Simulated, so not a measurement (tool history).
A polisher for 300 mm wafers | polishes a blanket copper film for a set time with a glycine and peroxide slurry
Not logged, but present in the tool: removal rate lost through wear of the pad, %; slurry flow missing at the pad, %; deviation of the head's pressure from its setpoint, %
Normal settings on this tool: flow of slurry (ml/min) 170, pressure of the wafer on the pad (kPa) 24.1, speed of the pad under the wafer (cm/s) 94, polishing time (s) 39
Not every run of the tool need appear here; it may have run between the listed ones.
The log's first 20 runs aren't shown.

| run | day | flow of slurry (ml/min) | pressure of the wafer on the pad (kPa) | speed of the pad under the wafer (cm/s) | polishing time (s) | wafers since the last listed run | wafers polished on this pad | hours since the slurry nozzle was cleaned | hours since the head pressure was calibrated | incoming thickness of the incoming film, nm | film removed (angstrom) |
|---|---|---|---|---|---|---|---|---|---|---|---|
| 21 | 47.721 | 170 | 24.1 | 94 | 39 | 797 | 2817 | 178.0 | 353.1 | 1494.9 | 2741 |
| 22 | 50.250 | 195 | 20.7 | 94 | 44 | 803 | 3620 | 238.7 | 413.8 | 1490.1 | 2821 |
| 23 | 52.729 | 170 | 24.1 | 94 | 39 | 787 | 4407 | 298.2 | 473.3 | 1465.5 | 2742 |
| 24 | 54.421 | 130 | 16.5 | 74 | 31 | 537 | 4944 | 338.8 | 513.9 | 1477.4 | 1306 |
| 25 | 55.754 | 210 | 24.1 | 94 | 50 | 423 | 5368 | 370.8 | 545.9 | 1523.7 | 3521 |
|  | 56.200 | worn pad replaced by a new one |
|  | 56.388 | slurry nozzle cleaned |
| 26 | 57.308 | 170 | 24.1 | 124 | 39 | 427 | 339 | 22.1 | 583.2 | 1499.0 | 3418 |
| 27 | 59.558 | 125 | 24.1 | 94 | 52 | 714 | 1053 | 76.1 | 637.2 | 1499.1 | 3560 |
| 28 | 61.804 | 170 | 20.0 | 94 | 35 | 713 | 1766 | 130.0 | 691.1 | 1470.9 | 2153 |
| 29 | 63.442 | 170 | 24.1 | 94 | 39 | 519 | 2286 | 169.3 | 730.4 | 1501.8 | 2769 |
| 30 | 65.529 | 170 | 24.1 | 82 | 48 | 662 | 2949 | 219.4 | 780.5 | 1498.1 | 2984 |
| 31 | 67.688 | 215 | 18.6 | 84 | 39 | 685 | 3635 | 271.2 | 832.3 | 1479.9 | 2124 |
| 32 | 69.129 | 170 | 31.0 | 82 | 39 | 457 | 4092 | 305.8 | 866.9 | 1465.7 | 2972 |
| 33 | 71.342 | 200 | 24.1 | 94 | 39 | 702 | 4795 | 358.9 | 920.0 | 1489.5 | 2777 |
| 34 | 73.312 | 150 | 24.1 | 94 | 39 | 625 | 5421 | 406.2 | 967.3 | 1476.6 | 2572 |
| 35 | 74.421 | 170 | 24.1 | 94 | 39 | 351 | 5773 | 432.8 | 993.9 | 1522.5 | 2624 |
| 36 | 75.433 | 170 | 24.1 | 94 | 39 | 321 | 6094 | 457.1 | 1018.2 | 1494.7 | 2602 |
|  | 76.350 | slurry nozzle cleaned |
|  | 76.629 | worn pad replaced by a new one |
| 37 | 77.771 | 170 | 31.0 | 84 | 39 | 676 | 362 | 34.1 | 1074.3 | 1482.5 | 2986 |

Each row is a separate what-if for the run after 37, all from the same tool condition, not one after another. Results?
| A | 77.788 | 145 | 24.1 | 94 | 39 | 5 | 367 | 34.5 | 1074.7 | 1519.2 | ? |
| B | 77.788 | 145 | 21.4 | 120 | 39 | 5 | 367 | 34.5 | 1074.7 | 1519.2 | ? |
| C | 77.788 | 120 | 28.3 | 94 | 39 | 5 | 367 | 34.5 | 1074.7 | 1519.2 | ? |
| D | 77.788 | 210 | 24.1 | 94 | 33 | 5 | 367 | 34.5 | 1074.7 | 1519.2 | ? |

| run | film removed (angstrom) |
|---|---|
| A | 2743 |
| B | 3090 |
| C | 3034 |
| D | 2404 |
Without the tool's unlogged condition, the same runs would have read:
| run | film removed (angstrom) |
|---|---|
| A | 2746 |
| B | 3093 |
| C | 3038 |
| D | 2406 |

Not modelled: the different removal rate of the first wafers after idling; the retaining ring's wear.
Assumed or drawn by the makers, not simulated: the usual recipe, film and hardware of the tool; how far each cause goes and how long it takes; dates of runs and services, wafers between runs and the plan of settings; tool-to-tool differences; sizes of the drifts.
